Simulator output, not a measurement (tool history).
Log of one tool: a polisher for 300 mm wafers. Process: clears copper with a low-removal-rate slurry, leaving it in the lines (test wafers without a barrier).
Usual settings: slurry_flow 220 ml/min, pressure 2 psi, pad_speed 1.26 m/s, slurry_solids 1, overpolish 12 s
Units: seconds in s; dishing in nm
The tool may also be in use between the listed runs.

| run | hour | slurry_flow | pressure | pad_speed | slurry_solids | overpolish | wafers since the last listed run | wafers polished on this pad | hours since the slurry nozzle was cleaned | hours since the head pressure was calibrated | hours since the slurry blender was calibrated | incoming thickness of the incoming film, nm | seconds | dishing |
|---|---|---|---|---|---|---|---|---|---|---|---|---|---|---|
| 1 | 0 | 220 | 2 | 1.26 | 1 | 12 | 0 | 3871 | 495.6 | 510 | 466.2 | 193.3 | 95.1 | 16.4 |
|  | 4.9 | worn pad replaced by a new one |
| 2 | 51.4 | 220 | 2 | 1.26 | 1 | 12 | 274 | 268 | 547 | 561.4 | 517.6 | 193.4 | 95 | 16 |
| 3 | 100.1 | 220 | 2 | 1.26 | 1 | 12 | 281 | 550 | 595.7 | 610.1 | 566.3 | 196.2 | 95 | 16.6 |
| 4 | 139.9 | 220 | 2 | 1.26 | 1 | 12 | 230 | 780 | 635.5 | 649.9 | 606.1 | 194.9 | 96.6 | 16.6 |
|  | 190.6 | slurry nozzle cleaned |
| 5 | 191.2 | 200 | 2 | 1 | 1 | 12 | 291 | 1071 | 0.6 | 701.2 | 657.4 | 194.8 | 121.1 | 13.3 |
| 6 | 273 | 200 | 2 | 1 | 1 | 12 | 473 | 1545 | 82.4 | 783 | 739.2 | 196.3 | 122.9 | 13.3 |
|  | 365.7 | slurry blender recalibrated, repeated, since the last time left the tool worse |
|  | 587.6 | worn pad replaced by a new one |
| 7 | 588.1 | 200 | 2 | 1 | 1 | 12 | 1788 | 2 | 397.5 | 1098.1 | 222.4 | 192.7 | 102.2 | 15.1 |
| 8 | 670.7 | 220 | 2 | 1.38 | 1 | 12 | 477 | 480 | 480.1 | 1180.7 | 305 | 193.3 | 74.4 | 19.6 |
|  | 703.8 | head pressure recalibrated |
| 9 | 723 | 220 | 2 | 1.66 | 1 | 8 | 291 | 771 | 532.4 | 19.2 | 357.3 | 193.5 | 61.8 | 16.9 |
| 10 | 811.6 | 220 | 2 | 1.26 | 1 | 12 | 512 | 1284 | 621 | 107.8 | 445.9 | 195.8 | 83.4 | 19 |
| 11 | 903.7 | 220 | 2 | 0.98 | 1.15 | 17 | 532 | 1817 | 713.1 | 199.9 | 538 | 192 | 100.6 | 21.2 |
|  | 939 | slurry nozzle cleaned |
| 12 | 986 | 260 | 1.4 | 1.26 | 1.25 | 5 | 470 | 2287 | 47 | 282.2 | 620.3 | 194.6 | 111.1 | 6.5 |
| 13 | 1056 | 220 | 2 | 1.26 | 1 | 12 | 405 | 2692 | 117 | 352.2 | 690.3 | 195.2 | 83.7 | 18.6 |
|  | 1083.8 | slurry blender recalibrated |
| 14 | 1131.7 | 220 | 2 | 1.26 | 1 | 12 | 426 | 3119 | 192.7 | 427.9 | 47.9 | 192.9 | 77.5 | 19.2 |
| 15 | 1233.3 | 170 | 2 | 1.26 | 1 | 12 | 587 | 3707 | 294.3 | 529.5 | 149.5 | 195.5 | 81.7 | 19 |
|  | 1254.4 | worn pad replaced by a new one |
| 16 | 1305 | 220 | 2 | 1.26 | 1 | 12 | 391 | 292 | 366 | 601.2 | 221.2 | 193.9 | 80.2 | 19.9 |
| 17 | 1382.3 | 220 | 2 | 1.12 | 1 | 10 | 447 | 740 | 443.3 | 678.5 | 298.5 | 194.5 | 90.8 | 14.8 |
| 18 | 1452.2 | 220 | 2 | 1.68 | 1 | 12 | 404 | 1144 | 513.2 | 748.4 | 368.4 | 193.9 | 61.2 | 24.6 |
| 19 | 1548.8 | 220 | 2 | 1.26 | 1 | 12 | 558 | 1703 | 609.8 | 845 | 465 | 198 | 83.3 | 19.1 |
| 20 | 1595.7 | 220 | 2 | 0.86 | 1 | 12 | 271 | 1975 | 656.7 | 891.9 | 511.9 | 195 | 119.8 | 13.3 |
| 21 | 1641.2 | 220 | 2 | 1.26 | 1 | 12 | 263 | 2238 | 702.2 | 937.4 | 557.4 | 193.4 | 82.3 | 19.3 |
|  | 1681.7 | slurry nozzle cleaned |
| 22 | 1689.8 | 220 | 2 | 1.26 | 1 | 12 | 275 | 2513 | 8.1 | 986 | 606 | 194.5 | 82.3 | 19.2 |
| 23 | 1741.5 | 220 | 2 | 1.02 | 1 | 12 | 299 | 2812 | 59.8 | 1037.7 | 657.7 | 194.3 | 101.2 | 15.9 |
|  | 1745 | slurry blender recalibrated |
| 24 | 1834 | 220 | 2 | 1.48 | 1 | 12 | 523 | 3336 | 152.3 | 1130.2 | 89 | 198 | 66.5 | 23.4 |
|  | 1846 | head pressure recalibrated |
|  | 1905.9 | worn pad replaced by a new one |
| 25 | 2149.2 | 220 | 2 | 1.26 | 1 | 6 | 1789 | 1407 | 467.5 | 303.2 | 404.2 | 193.4 | 79.4 | 10.4 |
| 26 | 2215.3 | 220 | 2.6 | 1.26 | 0.7 | 6 | 382 | 1790 | 533.6 | 369.3 | 470.3 | 197.8 | 71 | 12.1 |
| 27 | 2294.7 | 175 | 2 | 1.26 | 0.8 | 15 | 459 | 2249 | 613 | 448.7 | 549.7 | 199 | 93.1 | 20.8 |

What the log doesn't show, run by run:
removal rate lost through wear of the pad, %: 0 in every run
slurry flow missing at the pad, %: 0 in every run
deviation of the head's pressure from its setpoint, %: 0 in every run
H1: abrasive missing from the slurry, %
| run | H1 |
|---|---|
| 1 | 43.8 |
| 2 | 44.2 |
| 3 | 44.6 |
| 4 | 44.8 |
| 5 | 45 |
| 6 | 45.3 |
| 7 | 14.7 |
| 8 | 16.6 |
| 9 | 17.5 |
| 10 | 18.7 |
| 11 | 19.4 |
| 12 | 19.9 |
| 13 | 20.2 |
| 14 | 4.96 |
| 15 | 10 |
| 16 | 12.4 |
| 17 | 14.3 |
| 18 | 15.5 |
| 19 | 16.6 |
| 20 | 17 |
| 21 | 17.3 |
| 22 | 17.6 |
| 23 | 17.9 |
| 24 | 6.56 |
| 25 | 15.2 |
| 26 | 16 |
| 27 | 16.6 |
